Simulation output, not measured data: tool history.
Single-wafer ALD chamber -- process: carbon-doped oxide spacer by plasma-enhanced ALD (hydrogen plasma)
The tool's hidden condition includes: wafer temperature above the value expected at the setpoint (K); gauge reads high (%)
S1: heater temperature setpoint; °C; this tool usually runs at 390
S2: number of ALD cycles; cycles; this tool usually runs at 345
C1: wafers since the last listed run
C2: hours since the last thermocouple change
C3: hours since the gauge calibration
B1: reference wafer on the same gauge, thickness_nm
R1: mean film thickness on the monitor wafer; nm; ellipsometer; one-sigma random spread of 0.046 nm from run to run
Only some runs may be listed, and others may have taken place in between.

Run 1, day 0: usual settings; C1 0; C2 894.5; C3 719.2; B1 14.759. Result: R1 18.369 nm.
Run 2, day 3.617: usual settings; C1 127; C2 981.3; C3 806; B1 14.777. Result: R1 18.421 nm.
Run 3, day 7.721: usual settings; C1 145; C2 1079.8; C3 904.5; B1 14.839. Result: R1 18.398 nm.
Run 4, day 11.138: usual settings; C1 120; C2 1161.8; C3 986.5; B1 14.857. Result: R1 18.469 nm.
Run 5, day 13.342: usual settings; C1 78; C2 1214.7; C3 1039.4; B1 14.884. Result: R1 18.543 nm.
Run 6, day 16.062: usual settings but S1 393 °C; C1 96; C2 1280; C3 1104.7; B1 14.898. Result: R1 18.393 nm.
Run 7, day 18.992: usual settings but S1 393 °C; C1 103; C2 1350.3; C3 1175; B1 14.942. Result: R1 18.573 nm.
Run 8, day 22.371: usual settings but S2 299 cycles; C1 119; C2 1431.4; C3 1256.1; B1 14.995. Result: R1 16.085 nm.
Run 9, day 25.604: usual settings; C1 114; C2 1509; C3 1333.7; B1 15.021. Result: R1 18.688 nm.
Run 10, day 28.229: usual settings; C1 92; C2 1572; C3 1396.7; B1 15.047. Result: R1 18.608 nm.
At day 31.25: thermocouple changed; heater temperature recalibrated.
Run 11, day 31.271: usual settings; C1 95; C2 0.5; C3 1469.7; B1 15.104. Result: R1 18.775 nm.
At day 37.775: gauge calibrated.
Run 12, day 40.442: usual settings; C1 324; C2 220.6; C3 64; B1 14.727. Result: R1 18.287 nm.
Run 13, day 44.783: usual settings; C1 153; C2 324.8; C3 168.2; B1 14.736. Result: R1 18.288 nm.
Run 14, day 46.721: usual settings but S1 404 °C, S2 283 cycles; C1 68; C2 371.3; C3 214.7; B1 14.741. Result: R1 14.754 nm.
Run 15, day 48.808: usual settings but S1 397 °C, S2 280 cycles; C1 73; C2 421.4; C3 264.8; B1 14.735. Result: R1 14.863 nm.
Run 16, day 53.204: usual settings but S1 376 °C; C1 155; C2 526.9; C3 370.3; B1 14.764. Result: R1 18.286 nm.
Run 17, day 57.583: usual settings but S1 378 °C, S2 379 cycles; C1 154; C2 632; C3 475.4; B1 14.752. Result: R1 20.104 nm.
Run 18, day 59.267: usual settings but S1 396 °C, S2 396 cycles; C1 59; C2 672.4; C3 515.8; B1 14.764. Result: R1 21.086 nm.
Run 19, day 61.2: usual settings but S1 397 °C, S2 280 cycles; C1 68; C2 718.8; C3 562.2; B1 14.773. Result: R1 14.879 nm.
Run 20, day 64.996: usual settings; C1 134; C2 809.9; C3 653.3; B1 14.804. Result: R1 18.37 nm.
Run 21, day 68.817: usual settings but S1 385 °C; C1 135; C2 901.6; C3 745; B1 14.826. Result: R1 18.472 nm.
Run 22, day 71.646: usual settings but S2 306 cycles; C1 100; C2 969.5; C3 812.9; B1 14.85. Result: R1 16.37 nm.
Run 23, day 73.804: usual settings; C1 76; C2 1021.3; C3 864.7; B1 14.867. Result: R1 18.434 nm.
Run 24, day 76.575: usual settings but S1 401 °C, S2 370 cycles; C1 98; C2 1087.8; C3 931.2; B1 14.882. Result: R1 19.697 nm.
Run 25, day 79.533: usual settings; C1 104; C2 1158.8; C3 1002.2; B1 14.916. Result: R1 18.588 nm.
Run 26, day 81.204: usual settings; C1 59; C2 1198.9; C3 1042.3; B1 14.941. Result: R1 18.535 nm.

Consider 3 possible next runs. They are alternatives, not a sequence: every one starts from the tool as it was left by run 26. What does each give?
Run A, day 81.242: usual settings but S1 382 °C; C1 1; C2 1199.8; C3 1043.2; B1 ?. Result: R1 ?.
Run B, day 81.242: usual settings but S1 395 °C, S2 372 cycles; C1 1; C2 1199.8; C3 1043.2; B1 ?. Result: R1 ?.
Run C, day 81.242: usual settings but S1 381 °C, S2 322 cycles; C1 1; C2 1199.8; C3 1043.2; B1 ?. Result: R1 ?.

run     B1      R1
  A  14.93  18.581
  B  14.93  20.035
  C  14.93  17.342
Without the tool's unlogged condition, the same runs would have read:
run      R1
  A  18.293
  B  19.724
  C  17.073
